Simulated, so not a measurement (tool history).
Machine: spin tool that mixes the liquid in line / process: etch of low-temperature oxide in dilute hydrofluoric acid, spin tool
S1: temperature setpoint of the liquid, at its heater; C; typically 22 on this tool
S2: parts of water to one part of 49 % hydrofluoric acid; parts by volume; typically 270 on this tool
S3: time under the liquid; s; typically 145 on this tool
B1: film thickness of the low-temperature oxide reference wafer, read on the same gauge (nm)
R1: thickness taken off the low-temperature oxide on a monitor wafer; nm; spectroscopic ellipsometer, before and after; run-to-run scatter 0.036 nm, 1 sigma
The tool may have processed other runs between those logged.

| run | hour | S1 | S2 | S3 | B1 | R1 |
|---|---|---|---|---|---|---|
| 1 | 0 | 25.5 | 270 | 145 | 89.99 | 4.917 |
| 2 | 53.2 | 22 | 270 | 145 | 90.008 | 4.343 |
| 3 | 153.7 | 22 | 270 | 145 | 89.998 | 4.348 |
|  | 233.3 | hydrofluoric acid flow meter replaced |
| 4 | 240.7 | 22 | 270 | 145 | 89.994 | 4.614 |
| 5 | 335.3 | 22 | 270 | 145 | 90.025 | 4.545 |
| 6 | 422.4 | 22 | 270 | 145 | 90.002 | 4.487 |
| 7 | 496 | 25.5 | 185 | 145 | 89.997 | 8.228 |
| 8 | 561 | 25.5 | 185 | 145 | 90.004 | 8.178 |
| 9 | 599.7 | 22 | 270 | 100 | 89.99 | 3.127 |
| 10 | 671.7 | 22 | 270 | 100 | 90.005 | 3.089 |
| 11 | 722.4 | 22 | 270 | 100 | 90.009 | 3.129 |
| 12 | 776.3 | 22 | 375 | 85 | 89.99 | 1.735 |
| 13 | 835.9 | 22 | 270 | 145 | 90.025 | 4.438 |
| 14 | 903.7 | 19 | 270 | 105 | 89.99 | 2.89 |
| 15 | 940.5 | 20.5 | 135 | 145 | 89.991 | 9.503 |
|  | 1029.9 | thermometer replaced |
| 16 | 1032.8 | 25.5 | 185 | 145 | 90.027 | 8.161 |
| 17 | 1076.2 | 22 | 270 | 80 | 89.997 | 2.512 |
| 18 | 1141 | 22 | 315 | 165 | 90.018 | 4.192 |
| 19 | 1380.3 | 23.5 | 305 | 165 | 89.997 | 4.625 |
| 20 | 1472.6 | 22 | 170 | 95 | 90.01 | 5.109 |
|  | 1562.2 | gauge calibrated |
| 21 | 1568.3 | 23.5 | 270 | 200 | 90.005 | 6.384 |
|  | 1575.1 | hydrofluoric acid flow meter replaced |
| 22 | 1645.8 | 18 | 170 | 195 | 89.997 | 9.407 |
| 23 | 1742.3 | 22 | 270 | 145 | 90.008 | 4.62 |
| 24 | 1783.8 | 26 | 185 | 230 | 89.989 | 13.47 |
| 25 | 1884.8 | 24.5 | 270 | 145 | 89.975 | 4.939 |
| 26 | 1971.5 | 22 | 270 | 100 | 90.004 | 3.124 |
| 27 | 2028.6 | 22 | 270 | 145 | 90.005 | 4.606 |
| 28 | 2085.2 | 22 | 270 | 145 | 89.989 | 4.568 |
| 29 | 2188.3 | 24.5 | 175 | 105 | 89.979 | 6.206 |
| 30 | 2239.5 | 22 | 165 | 105 | 90.012 | 6.038 |
| 31 | 2300 | 26.5 | 310 | 145 | 89.986 | 4.418 |
| 32 | 2345.9 | 22 | 270 | 145 | 90.01 | 4.519 |

Below are 4 alternative next runs, each starting from the tool's condition after run 32. Predict each:
| A | 2346.4 | 22 | 270 | 145 | ? | ? |
| B | 2346.4 | 20 | 375 | 145 | ? | ? |
| C | 2346.4 | 26 | 320 | 65 | ? | ? |
| D | 2346.4 | 20 | 200 | 85 | ? | ? |

| run | B1 | R1 |
|---|---|---|
| A | 89.999 | 4.523 |
| B | 89.999 | 2.758 |
| C | 89.999 | 1.873 |
| D | 89.999 | 3.556 |
With the hidden condition removed and each run's random variation left untouched, the same runs would have given:
| run | R1 |
|---|---|
| A | 4.73 |
| B | 2.887 |
| C | 1.959 |
| D | 3.718 |
